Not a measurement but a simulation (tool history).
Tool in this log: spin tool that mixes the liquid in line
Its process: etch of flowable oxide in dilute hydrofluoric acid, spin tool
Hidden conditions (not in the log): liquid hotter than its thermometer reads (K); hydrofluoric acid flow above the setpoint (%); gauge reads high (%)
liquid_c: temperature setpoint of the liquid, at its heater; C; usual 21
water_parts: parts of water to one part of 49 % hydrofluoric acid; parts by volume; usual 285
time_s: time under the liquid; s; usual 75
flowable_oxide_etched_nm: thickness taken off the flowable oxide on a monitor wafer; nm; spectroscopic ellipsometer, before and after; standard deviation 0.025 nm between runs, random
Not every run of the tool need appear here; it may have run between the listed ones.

run,day,liquid_c,water_parts,time_s,wafers since the last listed run,hours since the thermometer was replaced,hours since the hydrofluoric acid flow meter was replaced,hours since the gauge calibration,"read-back film thickness of the flowable oxide reference wafer, read on the same gauge (nm)",flowable_oxide_etched_nm
1,0,21,185,85,0,939.6,1063.6,7.1,30.01,11.94
2,1.296,21,285,75,483,970.7,1094.7,38.2,30.01,6.19
3,2.338,21,285,75,388,995.7,1119.7,63.2,29.98,6.2
4,5.329,21,285,75,1115,1067.5,1191.5,135,29.87,6.14
5,6.75,21,285,75,529,1101.6,1225.6,169.1,29.86,6.15
6,7.471,21,285,75,268,1118.9,1242.9,186.4,29.82,6.12
7,8.3,23,285,75,309,1138.8,1262.8,206.3,29.78,6.61
8,9.208,21,285,75,338,1160.6,1284.6,228.1,29.77,6.14
9,10.421,18.5,285,75,452,1189.7,1313.7,257.2,29.74,5.58
# day 12.2: gauge calibrated
10,13.25,21,285,75,1055,1257.6,1381.6,25.2,30,6.13
11,13.796,21,285,75,203,1270.7,1394.7,38.3,29.94,6.17
12,14.375,21,285,75,216,1284.6,1408.6,52.2,29.91,6.14
13,14.975,21,285,75,223,1299,1423,66.6,29.9,6.15
14,15.55,22.5,285,75,214,1312.8,1436.8,80.4,29.9,6.49
15,16.567,21,175,60,379,1337.2,1461.2,104.8,29.89,8.91
16,17.662,24,225,60,408,1363.5,1487.5,131.1,29.8,7.33
17,18.496,23.5,410,65,310,1383.5,1507.5,151.1,29.77,3.59
18,19.175,23.5,410,65,253,1399.8,1523.8,167.4,29.76,3.62
19,19.842,17,285,110,248,1415.8,1539.8,183.4,29.71,7.76
# day 20.629: hydrofluoric acid flow meter replaced
20,20.908,21,175,105,382,1441.4,6.7,209,29.72,15.54
21,21.838,17,350,55,346,1463.7,29,231.3,29.68,2.97
# day 22.492: thermometer replaced
22,22.529,21,285,75,242,0.9,45.6,247.9,29.69,6.09
23,24.012,19,285,50,553,36.5,81.2,283.5,29.62,3.76
24,24.925,21,385,115,340,58.4,103.1,305.4,29.61,6.33
25,25.846,21,200,40,343,80.5,125.2,327.5,29.61,5.04
26,26.525,26,285,60,253,96.8,141.5,343.8,29.58,5.81
27,27.35,23.5,235,105,307,116.6,161.3,363.6,29.54,11.8
# day 27.879: gauge calibrated
28,28.367,23.5,385,35,379,141,185.7,11.7,30.03,2.13

Here are 3 independent what-if runs from the current tool condition. What would each one return?
A,28.383,21,285,75,6,141.4,186.1,12.1,?,?
B,28.383,18.5,160,55,6,141.4,186.1,12.1,?,?
C,28.383,18,225,105,6,141.4,186.1,12.1,?,?

run,"read-back film thickness of the flowable oxide reference wafer, read on the same gauge (nm)",flowable_oxide_etched_nm
A,30.03,6.13
B,30.03,8.21
C,30.03,10.27
What these runs would have given with no unlogged condition in the tool:
run,flowable_oxide_etched_nm
A,6.12
B,8.19
C,10.25

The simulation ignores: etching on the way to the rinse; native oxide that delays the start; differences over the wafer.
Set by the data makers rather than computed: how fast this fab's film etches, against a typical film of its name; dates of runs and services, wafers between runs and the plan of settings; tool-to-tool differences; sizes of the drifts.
